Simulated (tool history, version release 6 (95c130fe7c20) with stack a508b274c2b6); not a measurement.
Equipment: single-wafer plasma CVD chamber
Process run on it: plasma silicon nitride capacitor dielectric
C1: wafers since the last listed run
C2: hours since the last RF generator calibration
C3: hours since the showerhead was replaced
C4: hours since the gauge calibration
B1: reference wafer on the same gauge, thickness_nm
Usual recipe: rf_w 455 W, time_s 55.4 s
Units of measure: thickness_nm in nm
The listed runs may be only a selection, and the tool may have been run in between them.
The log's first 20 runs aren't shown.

run 21 hour=1844.2 | rf_w=455 time_s=46.7 | C1=620 C2=736.5 C3=349.7 C4=2460.9 | B1=72.37 | thickness_nm=67.046
run 22 hour=1912.2 | rf_w=480 time_s=46.2 | C1=848 C2=804.5 C3=417.7 C4=2528.9 | B1=72.335 | thickness_nm=68.287
run 23 hour=2014.6 | rf_w=410 time_s=62.3 | C1=1277 C2=906.9 C3=520.1 C4=2631.3 | B1=72.313 | thickness_nm=86.923
-- hour=2041.5 gauge calibrated
run 24 hour=2076.1 | rf_w=415 time_s=45.5 | C1=767 C2=968.4 C3=581.6 C4=34.6 | B1=72.314 | thickness_nm=63.79
run 25 hour=2165.6 | rf_w=390 time_s=64 | C1=1116 C2=1057.9 C3=671.1 C4=124.1 | B1=72.302 | thickness_nm=87.774
run 26 hour=2251.8 | rf_w=455 time_s=55.4 | C1=1075 C2=1144.1 C3=757.3 C4=210.3 | B1=72.33 | thickness_nm=79.773
run 27 hour=2338.9 | rf_w=455 time_s=55.4 | C1=1086 C2=1231.2 C3=844.4 C4=297.4 | B1=72.281 | thickness_nm=79.813
run 28 hour=2436 | rf_w=395 time_s=49.7 | C1=1211 C2=1328.3 C3=941.5 C4=394.5 | B1=72.233 | thickness_nm=68.699
run 29 hour=2511.4 | rf_w=385 time_s=60.7 | C1=940 C2=1403.7 C3=1016.9 C4=469.9 | B1=72.242 | thickness_nm=83.003
run 30 hour=2554.5 | rf_w=455 time_s=55.4 | C1=537 C2=1446.8 C3=1060 C4=513 | B1=72.261 | thickness_nm=79.941
run 31 hour=2622.7 | rf_w=455 time_s=55.4 | C1=850 C2=1515 C3=1128.2 C4=581.2 | B1=72.265 | thickness_nm=80.195
-- hour=2802.3 RF generator calibrated
run 32 hour=2913.8 | rf_w=365 time_s=61 | C1=3532 C2=111.5 C3=1419.3 C4=872.3 | B1=72.319 | thickness_nm=81.994
run 33 hour=2966.2 | rf_w=455 time_s=61 | C1=653 C2=163.9 C3=1471.7 C4=924.7 | B1=72.219 | thickness_nm=88.039

3 ways to go on from here, each from the tool as it stands after run 33. What would each give?
run A hour=2966.6 | rf_w=455 time_s=55.4 | C1=4 C2=164.3 C3=1472.1 C4=925.1 | B1=? | thickness_nm=?
run B hour=2966.6 | rf_w=405 time_s=66 | C1=4 C2=164.3 C3=1472.1 C4=925.1 | B1=? | thickness_nm=?
run C hour=2966.6 | rf_w=400 time_s=49.6 | C1=4 C2=164.3 C3=1472.1 C4=925.1 | B1=? | thickness_nm=?

run=A B1=72.213 thickness_nm=80.036
run=B B1=72.213 thickness_nm=91.735
run=C B1=72.213 thickness_nm=68.654
Had the tool no hidden state, the same runs would have come out as:
run=A thickness_nm=80.036
run=B thickness_nm=91.735
run=C thickness_nm=68.654
